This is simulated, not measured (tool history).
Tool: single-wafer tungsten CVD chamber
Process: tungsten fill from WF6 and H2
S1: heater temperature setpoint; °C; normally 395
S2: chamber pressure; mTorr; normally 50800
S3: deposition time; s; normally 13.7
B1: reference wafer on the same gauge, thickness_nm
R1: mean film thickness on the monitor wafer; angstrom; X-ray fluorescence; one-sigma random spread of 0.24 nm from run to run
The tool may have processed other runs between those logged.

run	day	S1	S2	S3	B1	R1
1	0	395	50800	13.7	44.36	372.71
2	1.421	395	60500	13.7	44.451	399.29
3	2.138	395	60500	13.7	44.377	403.92
4	3.6	395	60500	13.7	44.382	400.28
5	5.025	395	50800	13.7	44.387	373.35
6	5.933	403	50800	13.7	44.411	440.11
7	7.275	395	50800	13.7	44.416	372.24
8	8.379	395	50800	13.7	44.329	371.09
9	8.975	402	50800	13.7	44.412	436.1
10	9.617	402	50800	13.7	44.379	432.27
11	10.479	395	46000	13.7	44.461	354.78
# day 11.717: showerhead replaced
12	11.792	395	46000	13.7	44.399	353.42
13	12.504	395	46000	13.7	44.454	349.77
# day 13.308: thermocouple changed; heater temperature recalibrated
14	13.679	395	50800	13.7	44.388	414.7
15	14.254	385	39000	12.1	44.406	258.55
16	14.912	410	57000	15	44.41	640.15
17	16.221	395	50800	13.7	44.381	400.57
18	17.3	400	61200	15.7	44.379	561.44
# day 18.288: capacitance manometer re-zeroed and calibrated
19	18.308	395	45600	13.7	44.393	380.17
# day 18.421: gauge calibrated
20	18.733	395	50800	11	44.467	323.73
21	20.146	410	62600	12.1	44.448	520.21
22	20.946	383	50800	13.7	44.384	298.95
23	21.721	395	50800	11.9	44.412	338.28
24	22.767	409	55300	12.8	44.48	505.28
25	23.388	406	56300	11.1	44.352	414.74
26	24.121	395	45600	13.7	44.411	371.5

Predict each of these 5 candidate next runs independently; none follows another, all start after run 26:
A	24.138	395	50800	15.4	?	?
B	24.138	408	61800	11.1	?	?
C	24.138	383	50800	15.8	?	?
D	24.138	405	54300	11.6	?	?
E	24.138	395	50800	12.7	?	?

run	B1	R1
A	44.431	432.2
B	44.431	446.08
C	44.431	337.4
D	44.431	414.35
E	44.431	356.13
Take away the tool's hidden state, keep each run's random variation, and the runs would have read:
run	R1
A	472.02
B	483.86
C	370.98
D	449.81
E	388.94
